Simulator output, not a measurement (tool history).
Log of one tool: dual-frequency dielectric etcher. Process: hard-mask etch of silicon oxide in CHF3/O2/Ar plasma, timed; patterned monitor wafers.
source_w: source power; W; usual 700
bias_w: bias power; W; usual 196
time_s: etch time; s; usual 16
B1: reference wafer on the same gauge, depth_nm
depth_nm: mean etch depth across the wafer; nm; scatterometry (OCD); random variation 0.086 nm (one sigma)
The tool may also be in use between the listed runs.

Run 1, hour 0: usual settings; B1 38.7. Result: depth_nm 34.78 nm.
Run 2, hour 14: usual settings but bias_w 158 W; B1 38.68. Result: depth_nm 32.97 nm.
Run 3, hour 40.9: usual settings but bias_w 158 W; B1 38.72. Result: depth_nm 32.89 nm.
Run 4, hour 74.2: usual settings but bias_w 208 W, time_s 18 s; B1 38.69. Result: depth_nm 40.28 nm.
Run 5, hour 89.2: usual settings but bias_w 208 W, time_s 18 s; B1 38.7. Result: depth_nm 40.14 nm.
Run 6, hour 118.5: usual settings but source_w 820 W, time_s 14.5 s; B1 38.7. Result: depth_nm 33.38 nm.
Run 7, hour 143.4: usual settings but source_w 820 W, time_s 14.5 s; B1 38.71. Result: depth_nm 33.47 nm.
Run 8, hour 161.9: usual settings; B1 38.71. Result: depth_nm 35.25 nm.
Run 9, hour 177.3: usual settings but source_w 550 W, time_s 12.5 s; B1 38.69. Result: depth_nm 25.86 nm.
Run 10, hour 193.1: usual settings but source_w 770 W, bias_w 243 W, time_s 12 s; B1 38.71. Result: depth_nm 28.97 nm.
Run 11, hour 226.1: usual settings but source_w 860 W, bias_w 161 W, time_s 13 s; B1 38.69. Result: depth_nm 28.84 nm.
Run 12, hour 242: usual settings; B1 38.7. Result: depth_nm 35.44 nm.
At hour 266.3: wet clean of the chamber.
Run 13, hour 266.8: usual settings but time_s 12.5 s; B1 38.68. Result: depth_nm 26.89 nm.
Run 14, hour 291.7: usual settings but source_w 860 W, bias_w 241 W, time_s 13 s; B1 38.69. Result: depth_nm 31.62 nm.
Run 15, hour 313.6: usual settings but time_s 17.5 s; B1 38.7. Result: depth_nm 37.86 nm.
Run 16, hour 337.7: usual settings; B1 38.7. Result: depth_nm 34.52 nm.
Run 17, hour 358.6: usual settings but bias_w 232 W; B1 38.67. Result: depth_nm 36.44 nm.
At hour 373.3: source power generator calibrated.
Run 18, hour 373.8: usual settings but bias_w 231 W, time_s 12 s; B1 38.68. Result: depth_nm 27.34 nm.
Run 19, hour 400.2: usual settings but bias_w 227 W, time_s 19 s; B1 38.72. Result: depth_nm 42.88 nm.
Run 20, hour 421: usual settings; B1 38.71. Result: depth_nm 34.58 nm.
Run 21, hour 443.1: usual settings; B1 38.71. Result: depth_nm 34.71 nm.
At hour 471.9: bias power generator calibrated.
At hour 495.1: upper electrode replaced.
Run 22, hour 495.6: usual settings but source_w 790 W, bias_w 160 W, time_s 17.5 s; B1 38.69. Result: depth_nm 37.37 nm.
Run 23, hour 511.7: usual settings but source_w 840 W; B1 38.67. Result: depth_nm 36.85 nm.
Run 24, hour 601.7: usual settings; B1 38.7. Result: depth_nm 34.95 nm.
At hour 639.3: wet clean of the chamber.
Run 25, hour 639.8: usual settings but source_w 530 W, bias_w 238 W, time_s 19 s; B1 38.69. Result: depth_nm 40.43 nm.
Run 26, hour 650.1: usual settings but bias_w 231 W, time_s 12 s; B1 38.73. Result: depth_nm 27.27 nm.
Run 27, hour 676.9: usual settings but bias_w 163 W, time_s 18.5 s; B1 38.68. Result: depth_nm 38.1 nm.
Run 28, hour 700.1: usual settings but source_w 590 W, time_s 13.5 s; B1 38.7. Result: depth_nm 27.91 nm.
Run 29, hour 735.7: usual settings but source_w 840 W, bias_w 219 W, time_s 13 s; B1 38.7. Result: depth_nm 30.72 nm.
Run 30, hour 756.9: usual settings but source_w 530 W, bias_w 218 W, time_s 13.5 s; B1 38.69. Result: depth_nm 28.16 nm.
Run 31, hour 772.8: usual settings but time_s 20.5 s; B1 38.69. Result: depth_nm 44.51 nm.

What the log doesn't show, run by run:
source power that arrives over what is set, %: 0 in every run
bias power that arrives over what is set, %: 0 in every run
gauge reads high (%): 0 in every run
H1: etch rate over this chamber's usual, %
run      H1
  1    1.24
  2    1.32
  3    1.48
  4    1.67
  5    1.76
  6    1.92
  7    2.07
  8    2.18
  9    2.26
 10    2.35
 11    2.55
 12    2.64
 13  -0.113
 14   0.031
 15   0.157
 16   0.296
 17   0.417
 18   0.504
 19   0.656
 20   0.776
 21   0.904
 22    1.21
 23     1.3
 24    1.82
 25  0.0809
 26    0.14
 27   0.295
 28   0.429
 29   0.634
 30   0.756
 31   0.848

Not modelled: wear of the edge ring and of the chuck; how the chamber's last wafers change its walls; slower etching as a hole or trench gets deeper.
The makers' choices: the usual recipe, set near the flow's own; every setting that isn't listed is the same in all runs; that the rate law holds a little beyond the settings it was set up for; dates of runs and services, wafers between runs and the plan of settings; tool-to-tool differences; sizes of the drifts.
